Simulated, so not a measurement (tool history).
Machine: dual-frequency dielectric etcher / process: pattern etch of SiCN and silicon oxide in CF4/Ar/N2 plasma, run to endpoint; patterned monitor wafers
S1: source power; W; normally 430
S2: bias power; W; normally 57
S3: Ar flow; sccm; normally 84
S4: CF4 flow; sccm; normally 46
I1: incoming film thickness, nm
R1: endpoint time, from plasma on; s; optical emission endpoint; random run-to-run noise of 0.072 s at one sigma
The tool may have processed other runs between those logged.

{"run": 1, "day": 0.0, "S1": 430, "S2": 57, "S3": 84, "S4": 42, "I1": 9.99, "R1": 14.1}
{"run": 2, "day": 0.508, "S1": 430, "S2": 57, "S3": 84, "S4": 46, "I1": 9.9, "R1": 13.8}
{"run": 3, "day": 1.067, "S1": 430, "S2": 57, "S3": 84, "S4": 46, "I1": 9.9, "R1": 13.7}
{"run": 4, "day": 1.671, "S1": 430, "S2": 57, "S3": 84, "S4": 46, "I1": 9.82, "R1": 13.6}
{"run": 5, "day": 2.6, "S1": 430, "S2": 57, "S3": 84, "S4": 46, "I1": 9.86, "R1": 13.6}
{"run": 6, "day": 3.221, "S1": 430, "S2": 57, "S3": 84, "S4": 46, "I1": 9.99, "R1": 13.8}
{"run": 7, "day": 3.796, "S1": 430, "S2": 47, "S3": 74, "S4": 46, "I1": 9.94, "R1": 14.4}
{"run": 8, "day": 4.312, "S1": 540, "S2": 57, "S3": 77, "S4": 46, "I1": 9.94, "R1": 11}
{"run": 9, "day": 5.338, "S1": 430, "S2": 57, "S3": 74, "S4": 46, "I1": 9.9, "R1": 13.1}
{"day": 6.171, "done": "bias power generator calibrated"}
{"day": 7.0, "done": "CF4 flow controller replaced"}
{"run": 10, "day": 7.221, "S1": 430, "S2": 62, "S3": 84, "S4": 46, "I1": 9.79, "R1": 13}
{"run": 11, "day": 8.154, "S1": 430, "S2": 57, "S3": 84, "S4": 57, "I1": 9.87, "R1": 12.8}
{"run": 12, "day": 9.3, "S1": 540, "S2": 57, "S3": 84, "S4": 52, "I1": 9.95, "R1": 10.8}
{"run": 13, "day": 10.596, "S1": 380, "S2": 65, "S3": 77, "S4": 50, "I1": 9.92, "R1": 13.8}
{"run": 14, "day": 11.867, "S1": 520, "S2": 71, "S3": 84, "S4": 41, "I1": 9.96, "R1": 10.8}
{"run": 15, "day": 13.254, "S1": 430, "S2": 57, "S3": 84, "S4": 46, "I1": 9.88, "R1": 13.3}
{"day": 14.533, "done": "wet clean of the chamber"}
{"day": 14.55, "done": "Ar flow controller replaced"}
{"day": 16.371, "done": "upper electrode replaced"}
{"run": 16, "day": 16.471, "S1": 340, "S2": 49, "S3": 76, "S4": 46, "I1": 9.9, "R1": 17.7}
{"day": 17.321, "done": "source power generator calibrated"}
{"run": 17, "day": 17.792, "S1": 430, "S2": 57, "S3": 84, "S4": 46, "I1": 9.81, "R1": 13.6}
{"run": 18, "day": 18.417, "S1": 430, "S2": 57, "S3": 84, "S4": 42, "I1": 9.9, "R1": 13.9}
{"run": 19, "day": 21.567, "S1": 430, "S2": 57, "S3": 72, "S4": 46, "I1": 9.89, "R1": 13.1}
{"run": 20, "day": 22.817, "S1": 430, "S2": 57, "S3": 84, "S4": 46, "I1": 9.84, "R1": 13.5}
{"run": 21, "day": 23.717, "S1": 370, "S2": 57, "S3": 84, "S4": 46, "I1": 9.89, "R1": 15.7}
{"run": 22, "day": 24.817, "S1": 430, "S2": 57, "S3": 84, "S4": 46, "I1": 10.02, "R1": 13.7}
{"run": 23, "day": 25.65, "S1": 430, "S2": 53, "S3": 72, "S4": 46, "I1": 9.89, "R1": 13.5}
{"run": 24, "day": 26.8, "S1": 380, "S2": 46, "S3": 96, "S4": 56, "I1": 9.88, "R1": 16.2}
{"run": 25, "day": 28.188, "S1": 430, "S2": 57, "S3": 84, "S4": 46, "I1": 9.84, "R1": 13.5}

3 options for the next run, each taken on its own from the tool as it stands now. Forecast them:
{"run": "A", "day": 28.204, "S1": 430, "S2": 57, "S3": 84, "S4": 46, "I1": 9.89, "R1": "?"}
{"run": "B", "day": 28.204, "S1": 430, "S2": 46, "S3": 63, "S4": 46, "I1": 9.89, "R1": "?"}
{"run": "C", "day": 28.204, "S1": 460, "S2": 57, "S3": 84, "S4": 43, "I1": 9.89, "R1": "?"}

run=A R1=13.5
run=B R1=13.8
run=C R1=12.9
With the hidden condition removed and each run's random variation left untouched, the same runs would have given:
run=A R1=13.8
run=B R1=14.1
run=C R1=13.2

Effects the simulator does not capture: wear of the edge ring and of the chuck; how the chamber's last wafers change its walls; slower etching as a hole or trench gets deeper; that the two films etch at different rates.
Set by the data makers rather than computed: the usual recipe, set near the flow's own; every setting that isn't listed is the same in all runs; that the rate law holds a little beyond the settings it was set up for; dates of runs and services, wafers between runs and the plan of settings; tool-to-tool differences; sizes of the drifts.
